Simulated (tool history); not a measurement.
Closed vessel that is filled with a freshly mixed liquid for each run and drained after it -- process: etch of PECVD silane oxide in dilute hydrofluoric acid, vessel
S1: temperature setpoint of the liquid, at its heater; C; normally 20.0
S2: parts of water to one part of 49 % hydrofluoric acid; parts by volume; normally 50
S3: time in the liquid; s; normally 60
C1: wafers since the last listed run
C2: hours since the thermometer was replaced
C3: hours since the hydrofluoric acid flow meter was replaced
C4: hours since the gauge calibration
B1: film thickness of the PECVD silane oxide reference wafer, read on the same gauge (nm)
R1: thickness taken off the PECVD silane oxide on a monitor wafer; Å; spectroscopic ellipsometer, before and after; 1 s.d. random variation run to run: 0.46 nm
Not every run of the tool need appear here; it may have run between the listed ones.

run	day	S1	S2	S3	C1	C2	C3	C4	B1	R1
1	0.000	20.0	50	60	0	795.1	757.7	355.4	140.04	472.9
2	1.729	20.0	50	60	3907	836.6	799.2	396.9	139.93	476.0
3	3.929	20.0	50	60	4970	889.4	852.0	449.7	140.01	476.1
4	6.508	20.0	50	60	5827	951.3	913.9	511.6	140.00	471.6
5	8.950	20.0	50	60	5516	1009.9	972.5	570.2	140.00	475.8
6	12.229	20.0	50	60	7409	1088.6	1051.2	648.9	140.01	467.3
7	15.638	20.0	50	60	7701	1170.4	1133.0	730.7	139.98	465.6
8	19.225	20.0	35	60	8106	1256.5	1219.1	816.8	139.98	669.6
9	22.108	22.0	30	40	6514	1325.7	1288.3	886.0	140.01	580.0
10	24.033	25.0	30	30	4349	1371.9	1334.5	932.2	139.99	480.0
11	26.279	20.0	65	90	5074	1425.8	1388.4	986.1	140.01	524.4
12	29.875	17.0	50	60	8124	1512.1	1474.7	1072.4	140.01	398.1
# day 30.808: hydrofluoric acid flow meter replaced
# day 31.908: thermometer replaced
# day 34.142: gauge calibrated
13	34.146	20.0	50	90	9461	53.7	80.1	0.1	139.99	747.1
14	37.000	20.0	50	60	6449	122.2	148.6	68.6	139.99	492.3
15	39.267	21.5	50	35	5121	176.6	203.0	123.0	139.94	306.4
16	40.954	17.0	35	80	3812	217.1	243.5	163.5	139.98	823.5
17	44.812	20.0	50	60	8717	309.7	336.1	256.1	139.98	494.8

Entry by entry between the runs, the difference in hidden state between the last listed run before and the first listed run after:
In the gap between runs 12 and 13: hydrofluoric acid flow meter replaced (day 30.808); thermometer replaced (day 31.908); gauge calibrated (day 34.142)
  liquid colder than its thermometer reads (K): 2.07 -> 0.198
  measured result minus the result with no hidden state, R1: -37.8 -> -6.4 Å
